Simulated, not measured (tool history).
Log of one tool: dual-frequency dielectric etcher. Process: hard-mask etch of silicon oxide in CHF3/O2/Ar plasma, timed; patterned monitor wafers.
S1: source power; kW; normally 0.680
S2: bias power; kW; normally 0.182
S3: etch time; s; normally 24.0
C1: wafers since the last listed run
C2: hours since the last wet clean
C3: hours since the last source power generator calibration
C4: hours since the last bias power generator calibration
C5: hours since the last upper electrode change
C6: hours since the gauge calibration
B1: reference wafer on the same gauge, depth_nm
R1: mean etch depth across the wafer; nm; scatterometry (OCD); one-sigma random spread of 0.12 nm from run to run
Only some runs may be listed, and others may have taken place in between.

{"run": 1, "hour": 0.0, "S1": 0.68, "S2": 0.148, "S3": 24.0, "C1": 0, "C2": 77.3, "C3": 3099.8, "C4": 2789.6, "C5": 3190.4, "C6": 365.6, "B1": 50.56, "R1": 46.56}
{"run": 2, "hour": 53.8, "S1": 0.68, "S2": 0.182, "S3": 24.0, "C1": 962, "C2": 131.1, "C3": 3153.6, "C4": 2843.4, "C5": 3244.2, "C6": 419.4, "B1": 50.49, "R1": 48.63}
{"run": 3, "hour": 106.3, "S1": 0.68, "S2": 0.182, "S3": 24.0, "C1": 939, "C2": 183.6, "C3": 3206.1, "C4": 2895.9, "C5": 3296.7, "C6": 471.9, "B1": 50.46, "R1": 48.31}
{"run": 4, "hour": 139.7, "S1": 0.68, "S2": 0.182, "S3": 24.0, "C1": 597, "C2": 217.0, "C3": 3239.5, "C4": 2929.3, "C5": 3330.1, "C6": 505.3, "B1": 50.39, "R1": 48.36}
{"hour": 307.7, "done": "source power generator calibrated"}
{"run": 5, "hour": 308.2, "S1": 0.68, "S2": 0.182, "S3": 24.0, "C1": 2942, "C2": 385.5, "C3": 0.5, "C4": 3097.8, "C5": 3498.6, "C6": 673.8, "B1": 50.14, "R1": 48.0}
{"run": 6, "hour": 331.6, "S1": 0.68, "S2": 0.182, "S3": 24.0, "C1": 418, "C2": 408.9, "C3": 23.9, "C4": 3121.2, "C5": 3522.0, "C6": 697.2, "B1": 50.13, "R1": 48.28}
{"hour": 375.5, "done": "wet clean of the chamber"}
{"hour": 378.5, "done": "gauge calibrated"}
{"hour": 399.8, "done": "upper electrode replaced"}
{"run": 7, "hour": 400.3, "S1": 0.68, "S2": 0.195, "S3": 22.5, "C1": 370, "C2": 24.8, "C3": 92.6, "C4": 3189.9, "C5": 0.5, "C6": 21.8, "B1": 50.57, "R1": 46.31}
{"run": 8, "hour": 400.6, "S1": 0.8, "S2": 0.182, "S3": 24.0, "C1": 5, "C2": 25.1, "C3": 92.9, "C4": 3190.2, "C5": 0.8, "C6": 22.1, "B1": 50.61, "R1": 50.98}
{"run": 9, "hour": 437.7, "S1": 0.68, "S2": 0.182, "S3": 24.0, "C1": 663, "C2": 62.2, "C3": 130.0, "C4": 3227.3, "C5": 37.9, "C6": 59.2, "B1": 50.56, "R1": 48.52}
{"hour": 447.2, "done": "bias power generator calibrated"}
{"run": 10, "hour": 482.6, "S1": 0.72, "S2": 0.182, "S3": 24.0, "C1": 731, "C2": 107.1, "C3": 174.9, "C4": 35.4, "C5": 82.8, "C6": 104.1, "B1": 50.52, "R1": 49.46}
{"run": 11, "hour": 607.5, "S1": 0.68, "S2": 0.161, "S3": 26.0, "C1": 2233, "C2": 232.0, "C3": 299.8, "C4": 160.3, "C5": 207.7, "C6": 229.0, "B1": 50.51, "R1": 51.36}
{"run": 12, "hour": 647.2, "S1": 0.75, "S2": 0.142, "S3": 18.0, "C1": 710, "C2": 271.7, "C3": 339.5, "C4": 200.0, "C5": 247.4, "C6": 268.7, "B1": 50.51, "R1": 35.78}
{"run": 13, "hour": 672.7, "S1": 0.58, "S2": 0.149, "S3": 24.0, "C1": 456, "C2": 297.2, "C3": 365.0, "C4": 225.5, "C5": 272.9, "C6": 294.2, "B1": 50.49, "R1": 44.71}
{"run": 14, "hour": 701.1, "S1": 0.68, "S2": 0.182, "S3": 27.5, "C1": 507, "C2": 325.6, "C3": 393.4, "C4": 253.9, "C5": 301.3, "C6": 322.6, "B1": 50.4, "R1": 55.6}
{"run": 15, "hour": 729.3, "S1": 0.8, "S2": 0.182, "S3": 24.0, "C1": 504, "C2": 353.8, "C3": 421.6, "C4": 282.1, "C5": 329.5, "C6": 350.8, "B1": 50.41, "R1": 50.63}
{"run": 16, "hour": 773.4, "S1": 0.68, "S2": 0.182, "S3": 24.0, "C1": 788, "C2": 397.9, "C3": 465.7, "C4": 326.2, "C5": 373.6, "C6": 394.9, "B1": 50.39, "R1": 48.39}
{"run": 17, "hour": 817.9, "S1": 0.77, "S2": 0.182, "S3": 24.0, "C1": 795, "C2": 442.4, "C3": 510.2, "C4": 370.7, "C5": 418.1, "C6": 439.4, "B1": 50.35, "R1": 50.23}

What if the next run were any one of these 5? Each begins from the tool's condition after run 17:
{"run": "A", "hour": 818.3, "S1": 0.68, "S2": 0.202, "S3": 24.0, "C1": 7, "C2": 442.8, "C3": 510.6, "C4": 371.1, "C5": 418.5, "C6": 439.8, "B1": "?", "R1": "?"}
{"run": "B", "hour": 818.3, "S1": 0.63, "S2": 0.21, "S3": 24.0, "C1": 7, "C2": 442.8, "C3": 510.6, "C4": 371.1, "C5": 418.5, "C6": 439.8, "B1": "?", "R1": "?"}
{"run": "C", "hour": 818.3, "S1": 0.68, "S2": 0.201, "S3": 28.0, "C1": 7, "C2": 442.8, "C3": 510.6, "C4": 371.1, "C5": 418.5, "C6": 439.8, "B1": "?", "R1": "?"}
{"run": "D", "hour": 818.3, "S1": 0.76, "S2": 0.208, "S3": 19.5, "C1": 7, "C2": 442.8, "C3": 510.6, "C4": 371.1, "C5": 418.5, "C6": 439.8, "B1": "?", "R1": "?"}
{"run": "E", "hour": 818.3, "S1": 0.68, "S2": 0.167, "S3": 24.0, "C1": 7, "C2": 442.8, "C3": 510.6, "C4": 371.1, "C5": 418.5, "C6": 439.8, "B1": "?", "R1": "?"}

run=A B1=50.35 R1=49.62
run=B B1=50.35 R1=49.02
run=C B1=50.35 R1=57.82
run=D B1=50.35 R1=41.89
run=E B1=50.35 R1=47.57
Without the tool's unlogged condition, the same runs would have read:
run=A R1=49.96
run=B R1=49.36
run=C R1=58.22
run=D R1=42.18
run=E R1=47.90
